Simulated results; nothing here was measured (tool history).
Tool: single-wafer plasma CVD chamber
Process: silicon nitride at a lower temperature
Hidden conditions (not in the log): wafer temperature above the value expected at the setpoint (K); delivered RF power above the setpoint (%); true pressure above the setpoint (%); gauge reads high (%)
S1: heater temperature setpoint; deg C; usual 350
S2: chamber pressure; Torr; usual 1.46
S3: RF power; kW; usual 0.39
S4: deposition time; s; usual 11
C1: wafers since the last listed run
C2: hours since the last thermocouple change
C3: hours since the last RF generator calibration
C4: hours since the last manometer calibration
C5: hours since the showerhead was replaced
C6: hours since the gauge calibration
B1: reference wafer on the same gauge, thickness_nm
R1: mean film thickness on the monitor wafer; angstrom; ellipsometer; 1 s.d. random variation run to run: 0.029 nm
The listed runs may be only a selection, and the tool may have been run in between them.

run,hour,S1,S2,S3,S4,C1,C2,C3,C4,C5,C6,B1,R1
1,0,350,1.46,0.39,11,0,1721.8,239.4,2027.7,4151.5,470.2,12.191,142.84
2,46.4,350,1.46,0.39,11,1116,1768.2,285.8,2074.1,4197.9,516.6,12.204,142.68
3,96.5,350,1.46,0.39,11,1205,1818.3,335.9,2124.2,4248,566.7,12.206,142.45
4,168.5,350,1.46,0.39,11,1732,1890.3,407.9,2196.2,4320,638.7,12.202,142.1
5,209.5,350,1.46,0.39,11,986,1931.3,448.9,2237.2,4361,679.7,12.201,142.25
6,244.7,350,1.46,0.39,11,846,1966.5,484.1,2272.4,4396.2,714.9,12.202,141.78
# hour 253.6: capacitance manometer re-zeroed and calibrated
7,281.6,350,1.46,0.39,11,695,2003.4,521,28,4433.1,751.8,12.2,142.16
# hour 321.8: thermocouple changed; heater temperature recalibrated
8,347.4,350,1.46,0.44,11,1390,25.6,586.8,93.8,4498.9,817.6,12.209,149.81
9,389.2,350,1.46,0.39,11,1005,67.4,628.6,135.6,4540.7,859.4,12.195,141.84
# hour 433: gauge calibrated
10,459.7,350,1.8,0.37,11,1695,137.9,699.1,206.1,4611.2,26.7,12.197,143.62
11,486.6,350,1.46,0.39,11,647,164.8,726,233,4638.1,53.6,12.202,141.39
# hour 516: RF generator calibrated
12,516.5,344,1.46,0.345,9,526,194.7,0.5,262.9,4668,83.5,12.208,110.85
# hour 529.6: showerhead replaced
13,565.7,350,1.46,0.39,12.7,991,243.9,49.7,312.1,36.1,132.7,12.202,165.17
14,632.2,345,1.61,0.39,9.4,1599,310.4,116.2,378.6,102.6,199.2,12.199,124.22
15,660.8,350,1.46,0.32,11,688,339,144.8,407.2,131.2,227.8,12.203,130.35
16,701,362,1.46,0.39,11,967,379.2,185,447.4,171.4,268,12.211,141.46

Consider 4 possible next runs. They are alternatives, not a sequence: every one starts from the tool as it was left by run 16. What does each give?
A,701.4,350,1.46,0.39,11,9,379.6,185.4,447.8,171.8,268.4,?,?
B,701.4,350,1.46,0.425,11,9,379.6,185.4,447.8,171.8,268.4,?,?
C,701.4,350,1.46,0.39,9.1,9,379.6,185.4,447.8,171.8,268.4,?,?
D,701.4,363,1.46,0.32,9.7,9,379.6,185.4,447.8,171.8,268.4,?,?

run,B1,R1
A,12.202,143.2
B,12.202,148.86
C,12.202,118.5
D,12.202,114.66
Had the tool no hidden state, the same runs would have come out as:
run,R1
A,144.05
B,149.69
C,119.21
D,115.34
